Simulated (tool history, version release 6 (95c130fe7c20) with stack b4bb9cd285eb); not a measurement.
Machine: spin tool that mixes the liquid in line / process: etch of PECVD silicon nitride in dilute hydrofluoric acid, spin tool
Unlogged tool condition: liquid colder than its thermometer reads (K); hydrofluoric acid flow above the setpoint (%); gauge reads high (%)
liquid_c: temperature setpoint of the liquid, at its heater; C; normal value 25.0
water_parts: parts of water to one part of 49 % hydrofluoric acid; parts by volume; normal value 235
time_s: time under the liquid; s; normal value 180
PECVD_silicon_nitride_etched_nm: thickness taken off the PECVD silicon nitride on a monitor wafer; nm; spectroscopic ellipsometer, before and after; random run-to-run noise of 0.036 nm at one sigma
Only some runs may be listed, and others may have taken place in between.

run,day,liquid_c,water_parts,time_s,wafers since the last listed run,hours since the thermometer was replaced,hours since the hydrofluoric acid flow meter was replaced,hours since the gauge calibration,"read-back film thickness of the PECVD silicon nitride reference wafer, read on the same gauge (nm)",PECVD_silicon_nitride_etched_nm
1,0.000,25.0,175,180,0,340.3,1305.5,1170.4,90.021,2.065
2,1.562,25.0,235,180,296,377.8,1343.0,1207.9,90.043,1.460
3,4.129,25.0,235,180,486,439.4,1404.6,1269.5,90.015,1.632
4,5.675,25.0,235,180,292,476.5,1441.7,1306.6,89.977,1.589
5,7.996,25.0,235,180,439,532.2,1497.4,1362.3,90.013,1.588
6,10.904,25.0,235,180,551,602.0,1567.2,1432.1,90.013,1.618
7,13.721,25.0,235,180,533,669.6,1634.8,1499.7,89.989,1.547
# day 14.875: hydrofluoric acid flow meter replaced
# day 15.512: thermometer replaced
8,16.321,25.0,235,180,476,19.4,34.7,1562.1,90.018,1.414
9,18.542,25.0,235,180,420,72.7,88.0,1615.4,90.020,1.334
10,19.600,25.0,235,180,200,98.1,113.4,1640.8,89.941,1.456
11,22.517,25.0,235,180,552,168.1,183.4,1710.8,89.989,1.426
12,24.912,20.5,185,75,454,225.6,240.9,1768.3,90.005,0.559
13,27.625,27.5,295,80,514,290.7,306.0,1833.4,90.010,0.585
14,28.633,25.0,235,255,191,314.9,330.2,1857.6,89.967,2.003
15,30.346,25.0,235,180,324,356.0,371.3,1898.7,90.006,1.416
16,32.379,25.0,315,150,385,404.8,420.1,1947.5,89.993,0.879
17,40.796,25.0,235,180,1594,606.8,622.1,2149.5,90.043,1.451
18,43.550,22.5,235,235,521,672.9,688.2,2215.6,89.939,1.683
19,45.675,25.0,235,180,402,723.9,739.2,2266.6,89.979,1.464
20,46.862,25.0,235,180,225,752.4,767.7,2295.1,89.987,1.504
# day 46.979: thermometer replaced
21,49.604,30.0,120,180,511,63.0,833.5,2360.9,90.032,3.933
# day 50.150: gauge calibrated
22,52.458,27.5,265,125,540,131.5,902.0,55.4,90.026,1.095
23,54.838,25.0,235,180,450,188.6,959.1,112.5,89.977,1.498
24,57.550,25.0,165,95,514,253.7,1024.2,177.6,90.015,1.110
25,60.200,25.0,235,180,502,317.3,1087.8,241.2,89.966,1.495
26,61.629,26.5,280,285,270,351.6,1122.1,275.5,90.013,2.171
27,63.825,29.5,235,115,416,404.3,1174.8,328.2,89.973,1.209
28,66.562,28.5,275,230,518,470.0,1240.5,393.9,90.008,2.011
29,68.608,25.0,235,180,387,519.1,1289.6,443.0,89.985,1.539
30,70.188,21.5,235,180,299,557.0,1327.5,480.9,90.021,1.236
31,75.358,27.5,235,130,979,681.1,1451.6,605.0,90.037,1.319

Below are 5 alternative next runs, each starting from the tool's condition after run 31. Predict each:
A,75.379,25.0,235,180,3,681.6,1452.1,605.5,?,?
B,75.379,22.0,195,240,3,681.6,1452.1,605.5,?,?
C,75.379,27.5,235,180,3,681.6,1452.1,605.5,?,?
D,75.379,26.5,340,225,3,681.6,1452.1,605.5,?,?
E,75.379,22.0,325,180,3,681.6,1452.1,605.5,?,?

run,"read-back film thickness of the PECVD silicon nitride reference wafer, read on the same gauge (nm)",PECVD_silicon_nitride_etched_nm
A,90.044,1.566
B,90.044,2.073
C,90.044,1.827
D,90.044,1.482
E,90.044,0.942
Without the tool's unlogged condition, the same runs would have read:
run,PECVD_silicon_nitride_etched_nm
A,1.402
B,1.859
C,1.633
D,1.325
E,0.846

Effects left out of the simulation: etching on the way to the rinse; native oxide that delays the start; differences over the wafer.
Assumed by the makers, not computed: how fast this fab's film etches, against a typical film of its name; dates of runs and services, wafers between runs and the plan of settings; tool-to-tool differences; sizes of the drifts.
